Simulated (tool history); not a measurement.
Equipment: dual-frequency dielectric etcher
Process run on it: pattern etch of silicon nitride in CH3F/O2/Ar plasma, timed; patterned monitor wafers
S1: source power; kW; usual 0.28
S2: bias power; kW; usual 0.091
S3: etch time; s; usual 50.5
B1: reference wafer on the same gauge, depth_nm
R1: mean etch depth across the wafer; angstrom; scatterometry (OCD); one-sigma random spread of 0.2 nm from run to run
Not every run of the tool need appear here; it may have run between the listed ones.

{"run": 1, "hour": 0.0, "S1": 0.28, "S2": 0.107, "S3": 50.5, "B1": 27.84, "R1": 344.9}
{"run": 2, "hour": 6.8, "S1": 0.28, "S2": 0.091, "S3": 50.5, "B1": 27.77, "R1": 316.5}
{"hour": 45.6, "done": "gauge calibrated"}
{"run": 3, "hour": 58.0, "S1": 0.23, "S2": 0.091, "S3": 50.5, "B1": 27.82, "R1": 298.3}
{"run": 4, "hour": 71.0, "S1": 0.23, "S2": 0.091, "S3": 50.5, "B1": 27.84, "R1": 297}
{"run": 5, "hour": 81.9, "S1": 0.23, "S2": 0.091, "S3": 50.5, "B1": 27.77, "R1": 298.9}
{"hour": 89.5, "done": "source power generator calibrated"}
{"run": 6, "hour": 96.5, "S1": 0.28, "S2": 0.091, "S3": 50.5, "B1": 27.75, "R1": 310.8}
{"run": 7, "hour": 107.6, "S1": 0.28, "S2": 0.091, "S3": 50.5, "B1": 27.77, "R1": 311.4}
{"run": 8, "hour": 119.3, "S1": 0.28, "S2": 0.091, "S3": 50.5, "B1": 27.81, "R1": 314.3}
{"run": 9, "hour": 136.9, "S1": 0.28, "S2": 0.074, "S3": 42, "B1": 27.87, "R1": 227.9}
{"run": 10, "hour": 148.8, "S1": 0.28, "S2": 0.091, "S3": 50.5, "B1": 27.81, "R1": 310.6}
{"run": 11, "hour": 156.7, "S1": 0.28, "S2": 0.091, "S3": 50.5, "B1": 27.77, "R1": 309.6}
{"run": 12, "hour": 168.8, "S1": 0.25, "S2": 0.091, "S3": 57, "B1": 27.84, "R1": 342.2}
{"run": 13, "hour": 184.4, "S1": 0.28, "S2": 0.091, "S3": 62, "B1": 27.78, "R1": 383.7}
{"hour": 214.2, "done": "upper electrode replaced"}
{"hour": 229.2, "done": "wet clean of the chamber"}
{"run": 14, "hour": 229.7, "S1": 0.32, "S2": 0.111, "S3": 50.5, "B1": 27.8, "R1": 382.4}
{"run": 15, "hour": 230.0, "S1": 0.28, "S2": 0.091, "S3": 50.5, "B1": 27.81, "R1": 324.6}
{"run": 16, "hour": 230.4, "S1": 0.35, "S2": 0.091, "S3": 45, "B1": 27.76, "R1": 311.4}
{"run": 17, "hour": 230.7, "S1": 0.28, "S2": 0.069, "S3": 43.5, "B1": 27.78, "R1": 238.5}
{"run": 18, "hour": 237.7, "S1": 0.28, "S2": 0.091, "S3": 50.5, "B1": 27.8, "R1": 326.1}
{"hour": 249.2, "done": "bias power generator calibrated"}
{"run": 19, "hour": 252.8, "S1": 0.28, "S2": 0.091, "S3": 50.5, "B1": 27.8, "R1": 322.2}
{"run": 20, "hour": 259.8, "S1": 0.25, "S2": 0.091, "S3": 50.5, "B1": 27.82, "R1": 314.8}
{"run": 21, "hour": 270.6, "S1": 0.21, "S2": 0.091, "S3": 50.5, "B1": 27.87, "R1": 301.8}
{"run": 22, "hour": 277.0, "S1": 0.28, "S2": 0.098, "S3": 50.5, "B1": 27.82, "R1": 343.5}
{"run": 23, "hour": 293.0, "S1": 0.28, "S2": 0.091, "S3": 50.5, "B1": 27.79, "R1": 325.8}
{"run": 24, "hour": 302.6, "S1": 0.3, "S2": 0.103, "S3": 60.5, "B1": 27.79, "R1": 423.7}
{"run": 25, "hour": 310.9, "S1": 0.28, "S2": 0.091, "S3": 45.5, "B1": 27.8, "R1": 291.9}
{"run": 26, "hour": 340.0, "S1": 0.28, "S2": 0.091, "S3": 50.5, "B1": 27.8, "R1": 326.5}
{"run": 27, "hour": 387.0, "S1": 0.22, "S2": 0.076, "S3": 50.5, "B1": 27.79, "R1": 264.1}
{"run": 28, "hour": 397.5, "S1": 0.33, "S2": 0.11, "S3": 58.5, "B1": 27.83, "R1": 431.7}
{"run": 29, "hour": 412.1, "S1": 0.33, "S2": 0.091, "S3": 57, "B1": 27.82, "R1": 375.4}
{"run": 30, "hour": 421.6, "S1": 0.28, "S2": 0.073, "S3": 45.5, "B1": 27.76, "R1": 250.6}

State the hidden condition of the tool at each of the runs:
source power that arrives over what is set, %: 0 at every run
bias power that arrives over what is set, %: 0 at every run
gauge reads high (%): 0 at every run
H1: etch rate over this chamber's usual, %
run=1 H1=-3.11
run=2 H1=-3.19
run=3 H1=-3.77
run=4 H1=-3.92
run=5 H1=-4.04
run=6 H1=-4.21
run=7 H1=-4.33
run=8 H1=-4.46
run=9 H1=-4.66
run=10 H1=-4.8
run=11 H1=-4.89
run=12 H1=-5.02
run=13 H1=-5.2
run=14 H1=-0.32
run=15 H1=-0.323
run=16 H1=-0.328
run=17 H1=-0.331
run=18 H1=-0.411
run=19 H1=-0.581
run=20 H1=-0.66
run=21 H1=-0.783
run=22 H1=-0.855
run=23 H1=-1.04
run=24 H1=-1.14
run=25 H1=-1.24
run=26 H1=-1.57
run=27 H1=-2.1
run=28 H1=-2.22
run=29 H1=-2.38
run=30 H1=-2.49
